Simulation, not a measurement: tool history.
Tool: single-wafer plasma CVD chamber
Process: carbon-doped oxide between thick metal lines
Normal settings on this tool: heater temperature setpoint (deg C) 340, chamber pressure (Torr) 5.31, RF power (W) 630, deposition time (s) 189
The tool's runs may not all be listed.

| run | hour | heater temperature setpoint (deg C) | chamber pressure (Torr) | RF power (W) | deposition time (s) | read-back reference wafer on the same gauge, thickness_nm | mean film thickness on the monitor wafer (nm) |
|---|---|---|---|---|---|---|---|
| 1 | 0 | 340 | 5.31 | 630 | 189 | 1260.483 | 1037.143 |
| 2 | 80.5 | 340 | 5.31 | 630 | 189 | 1260.523 | 1042.268 |
| 3 | 176.4 | 340 | 4.4 | 630 | 189 | 1260.858 | 1018.061 |
| 4 | 269.1 | 334 | 5.31 | 630 | 189 | 1260.225 | 1065.021 |
| 5 | 361.8 | 340 | 4.49 | 630 | 189 | 1260.285 | 1025.023 |
|  | 401.4 | thermocouple changed; heater temperature recalibrated |
| 6 | 422.3 | 340 | 4.49 | 630 | 189 | 1259.541 | 1040.61 |
|  | 485.9 | showerhead replaced, of another model than before |
| 7 | 508.4 | 340 | 5.31 | 630 | 189 | 1259.587 | 1057.891 |
|  | 566.9 | capacitance manometer re-zeroed and calibrated |
| 8 | 571.8 | 351 | 4.83 | 630 | 189 | 1260.312 | 1007.673 |
|  | 585.9 | gauge calibrated |
| 9 | 645.9 | 349 | 5.31 | 630 | 211 | 1261.095 | 1146.811 |
| 10 | 713.1 | 351 | 4.83 | 630 | 189 | 1260.604 | 1007.985 |
|  | 721.6 | RF generator calibrated |
| 11 | 991.3 | 350 | 4.4 | 630 | 189 | 1260.449 | 982.182 |
| 12 | 1049.5 | 340 | 5.31 | 630 | 189 | 1259.285 | 1049.462 |
| 13 | 1141.2 | 345 | 4.42 | 630 | 202 | 1261.234 | 1066.317 |
| 14 | 1248.8 | 340 | 5.31 | 630 | 189 | 1260.958 | 1043.892 |

4 ways to go on from here, each from the tool as it stands after run 14. What would each give?
| A | 1249.3 | 340 | 5.31 | 630 | 174 | ? | ? |
| B | 1249.3 | 326 | 6.22 | 630 | 177 | ? | ? |
| C | 1249.3 | 340 | 4.56 | 630 | 160 | ? | ? |
| D | 1249.3 | 347 | 4.96 | 565 | 168 | ? | ? |

| run | read-back reference wafer on the same gauge, thickness_nm | mean film thickness on the monitor wafer (nm) |
|---|---|---|
| A | 1259.29 | 964.411 |
| B | 1259.29 | 1049.975 |
| C | 1259.29 | 864.493 |
| D | 1259.29 | 850.542 |
What these runs would have given with no unlogged condition in the tool:
| run | mean film thickness on the monitor wafer (nm) |
|---|---|
| A | 977.893 |
| B | 1067.841 |
| C | 876.579 |
| D | 861.652 |
